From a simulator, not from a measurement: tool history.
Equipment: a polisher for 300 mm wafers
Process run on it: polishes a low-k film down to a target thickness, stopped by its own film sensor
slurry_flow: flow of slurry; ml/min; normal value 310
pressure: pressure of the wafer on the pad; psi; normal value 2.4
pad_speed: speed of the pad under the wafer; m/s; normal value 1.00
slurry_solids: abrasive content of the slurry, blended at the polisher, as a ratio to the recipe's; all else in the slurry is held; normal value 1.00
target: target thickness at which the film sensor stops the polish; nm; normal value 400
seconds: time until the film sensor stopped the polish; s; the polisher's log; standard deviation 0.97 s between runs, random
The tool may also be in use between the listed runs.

run	hour	slurry_flow	pressure	pad_speed	slurry_solids	target	wafers since the last listed run	wafers polished on this pad	hours since the slurry nozzle was cleaned	hours since the head pressure was calibrated	hours since the slurry blender was calibrated	hours since the conditioning disc was replaced	incoming thickness of the incoming film, nm	seconds
1	0.0	310	2.4	1.00	1.00	409	0	549	330.7	87.7	168.1	343.0	449.2	103.9
# hour 5.2: conditioning disc replaced and pad reconditioned
2	59.1	310	2.4	1.00	1.00	400	467	1017	389.8	146.8	227.2	53.9	450.4	125.0
# hour 64.5: slurry nozzle cleaned
3	128.3	310	2.4	1.00	1.00	400	558	1576	63.8	216.0	296.4	123.1	457.8	145.3
# hour 184.3: worn pad replaced by a new one
# hour 190.2: head pressure recalibrated
# hour 207.1: slurry blender recalibrated
4	279.9	310	2.4	1.00	1.00	400	1176	750	215.4	89.7	72.8	274.7	447.2	120.8
# hour 302.0: conditioning disc replaced and pad reconditioned
5	332.5	310	2.4	1.00	1.00	400	414	1165	268.0	142.3	125.4	30.5	442.3	103.4
6	401.7	310	2.4	1.00	1.00	400	567	1732	337.2	211.5	194.6	99.7	449.6	124.7
# hour 410.1: slurry nozzle cleaned
# hour 450.2: worn pad replaced by a new one
7	450.7	370	2.4	1.00	1.00	400	360	4	40.6	260.5	243.6	148.7	447.0	117.3
# hour 471.6: head pressure recalibrated
8	503.4	310	2.4	1.00	1.00	400	415	419	93.3	31.8	296.3	201.4	449.9	127.5
9	560.4	310	2.4	1.00	1.00	400	467	886	150.3	88.8	353.3	258.4	449.2	125.9
# hour 593.0: slurry blender recalibrated
10	599.9	310	2.4	1.00	0.90	400	307	1194	189.8	128.3	6.9	297.9	448.5	133.6
# hour 611.7: conditioning disc replaced and pad reconditioned
11	649.2	310	2.4	1.00	0.90	400	387	1581	239.1	177.6	56.2	37.5	447.4	124.5
12	700.2	310	2.4	1.00	0.90	400	417	1999	290.1	228.6	107.2	88.5	457.0	151.8
13	740.2	310	2.4	1.00	1.00	400	327	2327	330.1	268.6	147.2	128.5	454.8	136.6
# hour 747.0: worn pad replaced by a new one
14	765.7	215	2.4	1.00	1.00	385	176	152	355.6	294.1	172.7	154.0	452.3	178.7
# hour 768.1: head pressure recalibrated
# hour 811.5: slurry nozzle cleaned
15	822.8	310	2.4	1.00	1.20	400	443	596	11.3	54.7	229.8	211.1	445.9	106.4
16	884.4	310	3.0	1.00	1.00	389	504	1101	72.9	116.3	291.4	272.7	455.6	136.8
# hour 911.8: conditioning disc replaced and pad reconditioned
17	929.7	250	2.4	1.00	1.00	409	354	1455	118.2	161.6	336.7	17.9	455.6	115.7
18	964.4	310	2.7	1.00	1.00	400	284	1740	152.9	196.3	371.4	52.6	447.6	105.1
# hour 972.5: slurry blender recalibrated
19	989.8	310	2.4	1.00	1.00	400	191	1932	178.3	221.7	17.3	78.0	445.7	113.6
# hour 1009.6: worn pad replaced by a new one
20	1105.0	375	2.4	0.88	1.00	409	911	782	293.5	336.9	132.5	193.2	441.2	88.7
# hour 1119.5: head pressure recalibrated
21	1169.9	310	2.4	1.00	1.15	383	515	1297	358.4	50.4	197.4	258.1	452.3	162.5
# hour 1197.1: slurry nozzle cleaned
22	1223.1	310	2.4	0.90	1.00	407	427	1725	26.0	103.6	250.6	311.3	449.7	118.0
23	1260.2	310	2.4	1.00	1.00	400	304	2029	63.1	140.7	287.7	348.4	444.0	112.0
# hour 1268.1: conditioning disc replaced and pad reconditioned
24	1307.1	310	2.4	0.88	1.00	400	367	2397	110.0	187.6	334.6	39.0	448.1	132.6
# hour 1320.0: worn pad replaced by a new one
# hour 1345.1: slurry blender recalibrated
25	1349.0	410	2.0	1.22	1.00	413	294	220	151.9	229.5	3.9	80.9	457.7	113.1
26	1385.1	310	2.4	0.90	1.00	407	295	516	188.0	265.6	40.0	117.0	444.6	102.5

Consider 3 possible next runs. They are alternatives, not a sequence: every one starts from the tool as it was left by run 26. What does each give?
A	1385.5	310	2.4	1.00	1.00	390	3	520	188.4	266.0	40.4	117.4	456.2	?
B	1385.5	390	2.7	1.00	1.00	388	3	520	188.4	266.0	40.4	117.4	456.2	?
C	1385.5	310	2.4	1.00	0.85	400	3	520	188.4	266.0	40.4	117.4	456.2	?

run	seconds
A	166.2
B	150.2
C	154.8
The same runs, with their run-to-run variation unchanged, on a tool lacking any hidden condition would have given:
run	seconds
A	157.3
B	141.3
C	146.5

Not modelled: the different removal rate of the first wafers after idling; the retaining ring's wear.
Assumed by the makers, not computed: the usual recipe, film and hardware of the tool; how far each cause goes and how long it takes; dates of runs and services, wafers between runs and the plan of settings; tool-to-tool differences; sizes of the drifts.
